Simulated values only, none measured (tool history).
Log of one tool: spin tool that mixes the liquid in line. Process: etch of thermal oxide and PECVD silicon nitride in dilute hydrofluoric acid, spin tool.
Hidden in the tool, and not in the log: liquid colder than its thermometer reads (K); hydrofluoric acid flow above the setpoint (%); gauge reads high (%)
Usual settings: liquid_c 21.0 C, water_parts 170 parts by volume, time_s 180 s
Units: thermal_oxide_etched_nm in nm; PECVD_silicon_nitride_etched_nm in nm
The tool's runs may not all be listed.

run,hour,liquid_c,water_parts,time_s,wafers since the last listed run,hours since the thermometer was replaced,hours since the hydrofluoric acid flow meter was replaced,hours since the gauge calibration,"read-back film thickness of the thermal oxide reference wafer, read on the same gauge (nm)","read-back film thickness of the PECVD silicon nitride reference wafer, read on the same gauge (nm)",thermal_oxide_etched_nm,PECVD_silicon_nitride_etched_nm
1,0.0,21.0,170,180,0,2313.5,767.3,281.8,70.008,149.999,5.175,2.734
2,13.5,21.0,170,180,107,2327.0,780.8,295.3,70.004,150.026,5.098,2.881
3,35.0,21.0,130,180,170,2348.5,802.3,316.8,70.012,150.019,6.923,3.697
4,58.1,21.0,170,180,183,2371.6,825.4,339.9,70.013,149.999,5.119,2.878
5,70.5,21.0,170,180,98,2384.0,837.8,352.3,70.032,149.984,5.138,2.849
6,83.7,21.0,170,180,104,2397.2,851.0,365.5,69.999,149.999,5.084,2.944
7,116.4,21.0,170,180,259,2429.9,883.7,398.2,69.988,150.008,5.168,2.824
# hour 118.3: thermometer replaced
# hour 123.3: gauge calibrated
# hour 189.0: hydrofluoric acid flow meter replaced
8,189.5,21.0,170,180,564,71.2,0.5,66.2,69.999,150.019,4.684,2.606
9,201.0,21.0,90,180,91,82.7,12.0,77.7,69.969,149.990,9.499,4.863
10,234.7,21.0,170,180,267,116.4,45.7,111.4,69.991,150.000,4.622,2.644
11,247.0,17.0,120,180,97,128.7,58.0,123.7,69.992,149.958,5.923,2.714
12,262.5,17.0,125,105,123,144.2,73.5,139.2,70.022,149.999,3.301,1.544
13,282.0,21.0,170,180,154,163.7,93.0,158.7,70.000,150.031,4.673,2.682
14,297.0,18.5,225,270,119,178.7,108.0,173.7,69.972,150.014,4.595,2.585
15,330.8,25.5,145,150,268,212.5,141.8,207.5,69.996,150.004,5.621,3.354
16,364.1,21.0,205,130,264,245.8,175.1,240.8,70.025,150.055,2.733,1.619

Forecast each of these 4 alternatives for the next run:
A,364.6,21.0,125,180,3,246.3,175.6,241.3,?,?,?,?
B,364.6,17.0,170,215,3,246.3,175.6,241.3,?,?,?,?
C,364.6,21.0,170,210,3,246.3,175.6,241.3,?,?,?,?
D,364.6,21.0,210,135,3,246.3,175.6,241.3,?,?,?,?

run,"read-back film thickness of the thermal oxide reference wafer, read on the same gauge (nm)","read-back film thickness of the PECVD silicon nitride reference wafer, read on the same gauge (nm)",thermal_oxide_etched_nm,PECVD_silicon_nitride_etched_nm
A,70.003,150.002,6.799,3.630
B,70.003,150.002,4.857,2.455
C,70.003,150.002,5.563,3.135
D,70.003,150.002,2.781,1.640
Without the tool's hidden state the same runs would have given:
run,thermal_oxide_etched_nm,PECVD_silicon_nitride_etched_nm
A,6.634,3.554
B,4.737,2.405
C,5.423,3.070
D,2.710,1.606
